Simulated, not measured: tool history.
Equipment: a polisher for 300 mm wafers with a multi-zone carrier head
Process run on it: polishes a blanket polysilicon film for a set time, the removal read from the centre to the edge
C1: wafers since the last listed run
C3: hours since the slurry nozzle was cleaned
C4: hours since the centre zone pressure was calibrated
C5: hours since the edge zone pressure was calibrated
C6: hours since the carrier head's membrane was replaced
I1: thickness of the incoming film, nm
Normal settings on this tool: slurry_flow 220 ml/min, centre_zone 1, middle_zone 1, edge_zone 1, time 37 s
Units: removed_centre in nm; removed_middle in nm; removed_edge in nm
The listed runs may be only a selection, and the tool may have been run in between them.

{"run": 1, "hour": 0.0, "slurry_flow": 220, "centre_zone": 1, "middle_zone": 1, "edge_zone": 0.95, "time": 32, "C1": 0, "wafers polished on this pad": 6875, "C3": 251, "C4": 1109.8, "C5": 1018.9, "C6": 896, "I1": 1050, "removed_centre": 214.2, "removed_middle": 208, "removed_edge": 220}
{"hour": 8.1, "done": "worn pad replaced by a new one"}
{"run": 2, "hour": 31.3, "slurry_flow": 255, "centre_zone": 1, "middle_zone": 0.95, "edge_zone": 1.05, "time": 37, "C1": 409, "wafers polished on this pad": 348, "C3": 282.3, "C4": 1141.1, "C5": 1050.2, "C6": 927.3, "I1": 1054.9, "removed_centre": 273.6, "removed_middle": 261.1, "removed_edge": 296}
{"run": 3, "hour": 84.4, "slurry_flow": 265, "centre_zone": 1, "middle_zone": 1.12, "edge_zone": 1, "time": 37, "C1": 796, "wafers polished on this pad": 1144, "C3": 335.4, "C4": 1194.2, "C5": 1103.3, "C6": 980.4, "I1": 1059.7, "removed_centre": 276.4, "removed_middle": 290.5, "removed_edge": 292.7}
{"run": 4, "hour": 115.3, "slurry_flow": 165, "centre_zone": 1, "middle_zone": 1.08, "edge_zone": 1.11, "time": 27, "C1": 463, "wafers polished on this pad": 1607, "C3": 366.3, "C4": 1225.1, "C5": 1134.2, "C6": 1011.3, "I1": 1068.8, "removed_centre": 178.8, "removed_middle": 182.4, "removed_edge": 201.1}
{"hour": 121.7, "done": "centre zone pressure recalibrated"}
{"run": 5, "hour": 161.5, "slurry_flow": 220, "centre_zone": 1, "middle_zone": 0.93, "edge_zone": 1, "time": 37, "C1": 662, "wafers polished on this pad": 2270, "C3": 412.5, "C4": 39.8, "C5": 1180.4, "C6": 1057.5, "I1": 1064.5, "removed_centre": 263.3, "removed_middle": 241.1, "removed_edge": 275.5}
{"hour": 213.6, "done": "slurry nozzle cleaned"}
{"run": 6, "hour": 216.9, "slurry_flow": 170, "centre_zone": 1, "middle_zone": 0.94, "edge_zone": 1, "time": 37, "C1": 815, "wafers polished on this pad": 3085, "C3": 3.3, "C4": 95.2, "C5": 1235.8, "C6": 1112.9, "I1": 1061.8, "removed_centre": 278.4, "removed_middle": 252.8, "removed_edge": 281.4}
{"hour": 264.6, "done": "edge zone pressure recalibrated"}
{"run": 7, "hour": 275.4, "slurry_flow": 220, "centre_zone": 1, "middle_zone": 1, "edge_zone": 1, "time": 50, "C1": 847, "wafers polished on this pad": 3932, "C3": 61.8, "C4": 153.7, "C5": 10.8, "C6": 1171.4, "I1": 1068.8, "removed_centre": 373.8, "removed_middle": 360.3, "removed_edge": 386.8}
{"run": 8, "hour": 302.3, "slurry_flow": 270, "centre_zone": 1, "middle_zone": 0.89, "edge_zone": 1, "time": 37, "C1": 403, "wafers polished on this pad": 4335, "C3": 88.7, "C4": 180.6, "C5": 37.7, "C6": 1198.3, "I1": 1052.6, "removed_centre": 285.8, "removed_middle": 252.1, "removed_edge": 287.8}
{"run": 9, "hour": 366.1, "slurry_flow": 220, "centre_zone": 1, "middle_zone": 1, "edge_zone": 1, "time": 37, "C1": 956, "wafers polished on this pad": 5292, "C3": 152.5, "C4": 244.4, "C5": 101.5, "C6": 1262.1, "I1": 1075.1, "removed_centre": 261.2, "removed_middle": 252.9, "removed_edge": 276.2}
{"run": 10, "hour": 398.6, "slurry_flow": 220, "centre_zone": 1, "middle_zone": 1, "edge_zone": 1, "time": 37, "C1": 487, "wafers polished on this pad": 5779, "C3": 185, "C4": 276.9, "C5": 134, "C6": 1294.6, "I1": 1069.3, "removed_centre": 251.6, "removed_middle": 247.3, "removed_edge": 265.4}
{"run": 11, "hour": 425.2, "slurry_flow": 150, "centre_zone": 1, "middle_zone": 1, "edge_zone": 0.9, "time": 26, "C1": 398, "wafers polished on this pad": 6178, "C3": 211.6, "C4": 303.5, "C5": 160.6, "C6": 1321.2, "I1": 1071.2, "removed_centre": 158.9, "removed_middle": 155.2, "removed_edge": 164.1}
{"hour": 537.0, "done": "worn pad replaced by a new one"}
{"run": 12, "hour": 579.1, "slurry_flow": 285, "centre_zone": 1.03, "middle_zone": 1, "edge_zone": 1, "time": 47, "C1": 2247, "wafers polished on this pad": 631, "C3": 365.5, "C4": 457.4, "C5": 314.5, "C6": 1475.1, "I1": 1068.1, "removed_centre": 375.5, "removed_middle": 352.1, "removed_edge": 377}
{"run": 13, "hour": 627.8, "slurry_flow": 220, "centre_zone": 1.04, "middle_zone": 1.09, "edge_zone": 1.05, "time": 37, "C1": 730, "wafers polished on this pad": 1361, "C3": 414.2, "C4": 506.1, "C5": 363.2, "C6": 1523.8, "I1": 1074.7, "removed_centre": 279.2, "removed_middle": 278.7, "removed_edge": 290.9}
{"run": 14, "hour": 661.5, "slurry_flow": 220, "centre_zone": 1, "middle_zone": 1, "edge_zone": 1, "time": 37, "C1": 505, "wafers polished on this pad": 1866, "C3": 447.9, "C4": 539.8, "C5": 396.9, "C6": 1557.5, "I1": 1071.2, "removed_centre": 266.3, "removed_middle": 261.2, "removed_edge": 281.1}
{"hour": 688.6, "done": "slurry nozzle cleaned"}
{"hour": 726.2, "done": "carrier head's membrane replaced by a new one"}
{"run": 15, "hour": 726.7, "slurry_flow": 150, "centre_zone": 1, "middle_zone": 1, "edge_zone": 1, "time": 37, "C1": 887, "wafers polished on this pad": 2754, "C3": 38.1, "C4": 605, "C5": 462.1, "C6": 0.5, "I1": 1080.4, "removed_centre": 263.4, "removed_middle": 257.6, "removed_edge": 277.3}
{"run": 16, "hour": 927.5, "slurry_flow": 220, "centre_zone": 0.95, "middle_zone": 1.04, "edge_zone": 1, "time": 37, "C1": 3010, "wafers polished on this pad": 5764, "C3": 238.9, "C4": 805.8, "C5": 662.9, "C6": 201.3, "I1": 1068.5, "removed_centre": 242.7, "removed_middle": 255.8, "removed_edge": 261.7}
{"run": 17, "hour": 966.3, "slurry_flow": 220, "centre_zone": 1, "middle_zone": 1, "edge_zone": 1, "time": 37, "C1": 581, "wafers polished on this pad": 6346, "C3": 277.7, "C4": 844.6, "C5": 701.7, "C6": 240.1, "I1": 1077.3, "removed_centre": 248.6, "removed_middle": 243.5, "removed_edge": 258.7}
{"run": 18, "hour": 999.9, "slurry_flow": 220, "centre_zone": 1, "middle_zone": 1.08, "edge_zone": 1, "time": 48, "C1": 503, "wafers polished on this pad": 6849, "C3": 311.3, "C4": 878.2, "C5": 735.3, "C6": 273.7, "I1": 1068.3, "removed_centre": 308.3, "removed_middle": 323.8, "removed_edge": 328.8}

Run 19 comes next. What will it give?
{"hour": 1059.8, "done": "worn pad replaced by a new one"}
{"run": 19, "hour": 1066.9, "slurry_flow": 220, "centre_zone": 0.96, "middle_zone": 1, "edge_zone": 0.94, "time": 48, "C1": 944, "wafers polished on this pad": 106, "C3": 378.3, "C4": 945.2, "C5": 802.3, "C6": 340.7, "I1": 1080.6, "removed_centre": "?", "removed_middle": "?", "removed_edge": "?"}

For run 19 the tool returned removed_centre 343.3 nm, removed_middle 337.4 nm, removed_edge 356.9 nm.
With the hidden condition absent and the run-to-run variation left alone, this run would have shown removed_centre 383.6 nm, removed_middle 372.3 nm, removed_edge 383.4 nm.
